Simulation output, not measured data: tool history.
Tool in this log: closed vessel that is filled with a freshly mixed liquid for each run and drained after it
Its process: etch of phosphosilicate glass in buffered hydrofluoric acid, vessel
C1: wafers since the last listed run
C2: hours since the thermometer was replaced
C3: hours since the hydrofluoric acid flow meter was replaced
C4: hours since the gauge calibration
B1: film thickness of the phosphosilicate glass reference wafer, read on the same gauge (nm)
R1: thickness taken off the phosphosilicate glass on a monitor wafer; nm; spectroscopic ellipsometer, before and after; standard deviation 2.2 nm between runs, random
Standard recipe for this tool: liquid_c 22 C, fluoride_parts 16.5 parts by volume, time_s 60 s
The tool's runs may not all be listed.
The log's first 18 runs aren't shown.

run 19 day=59.454 | liquid_c=20 fluoride_parts=16.5 time_s=30 | C1=4226 C2=984.3 C3=1393.9 C4=1539.4 | B1=119.96 | R1=94.93
run 20 day=62.188 | liquid_c=22 fluoride_parts=16.5 time_s=60 | C1=7315 C2=1049.9 C3=1459.5 C4=1605 | B1=119.98 | R1=216.06
run 21 day=64.525 | liquid_c=20 fluoride_parts=16.5 time_s=30 | C1=6255 C2=1106 C3=1515.6 C4=1661.1 | B1=120 | R1=94.72
-- day=65.388 hydrofluoric acid flow meter replaced
run 22 day=67.908 | liquid_c=26 fluoride_parts=13 time_s=30 | C1=8943 C2=1187.2 C3=60.5 C4=1742.3 | B1=119.93 | R1=166.04
run 23 day=70.358 | liquid_c=20 fluoride_parts=11.5 time_s=60 | C1=6556 C2=1246 C3=119.3 C4=1801.1 | B1=120 | R1=270.01
run 24 day=74.804 | liquid_c=26 fluoride_parts=13.5 time_s=85 | C1=11898 C2=1352.7 C3=226 C4=1907.8 | B1=119.97 | R1=441.95
run 25 day=77.55 | liquid_c=22 fluoride_parts=16.5 time_s=70 | C1=7348 C2=1418.6 C3=291.9 C4=1973.7 | B1=119.98 | R1=242.94
run 26 day=81.792 | liquid_c=20 fluoride_parts=11.5 time_s=60 | C1=11351 C2=1520.4 C3=393.7 C4=2075.5 | B1=119.97 | R1=263.68
run 27 day=83.388 | liquid_c=26.5 fluoride_parts=16.5 time_s=40 | C1=4270 C2=1558.7 C3=432 C4=2113.8 | B1=120 | R1=174.89
run 28 day=85.338 | liquid_c=22 fluoride_parts=16.5 time_s=60 | C1=5218 C2=1605.5 C3=478.8 C4=2160.6 | B1=120.04 | R1=205.9
-- day=87.733 thermometer replaced
run 29 day=87.867 | liquid_c=19 fluoride_parts=21.5 time_s=30 | C1=6657 C2=3.2 C3=539.5 C4=2221.3 | B1=119.97 | R1=75.62
run 30 day=89.558 | liquid_c=24.5 fluoride_parts=16.5 time_s=45 | C1=4527 C2=43.8 C3=580.1 C4=2261.9 | B1=119.99 | R1=193.6
run 31 day=93.383 | liquid_c=22 fluoride_parts=21.5 time_s=60 | C1=10236 C2=135.6 C3=671.9 C4=2353.7 | B1=120.05 | R1=176.42
run 32 day=94.908 | liquid_c=22 fluoride_parts=11 time_s=60 | C1=4081 C2=172.2 C3=708.5 C4=2390.3 | B1=120.02 | R1=336.44

Predict each of these 4 candidate next runs independently; none follows another, all start after run 32:
run A day=94.938 | liquid_c=22 fluoride_parts=16.5 time_s=60 | C1=78 C2=172.9 C3=709.2 C4=2391 | B1=? | R1=?
run B day=94.938 | liquid_c=22 fluoride_parts=10.5 time_s=35 | C1=78 C2=172.9 C3=709.2 C4=2391 | B1=? | R1=?
run C day=94.938 | liquid_c=25 fluoride_parts=20 time_s=30 | C1=78 C2=172.9 C3=709.2 C4=2391 | B1=? | R1=?
run D day=94.938 | liquid_c=24 fluoride_parts=16.5 time_s=60 | C1=78 C2=172.9 C3=709.2 C4=2391 | B1=? | R1=?

run=A B1=120 R1=220.89
run=B B1=120 R1=200.66
run=C B1=120 R1=107.74
run=D B1=120 R1=246.61
Take away the tool's hidden state, keep each run's random variation, and the runs would have read:
run=A R1=223.35
run=B R1=202.89
run=C R1=108.91
run=D R1=249.32

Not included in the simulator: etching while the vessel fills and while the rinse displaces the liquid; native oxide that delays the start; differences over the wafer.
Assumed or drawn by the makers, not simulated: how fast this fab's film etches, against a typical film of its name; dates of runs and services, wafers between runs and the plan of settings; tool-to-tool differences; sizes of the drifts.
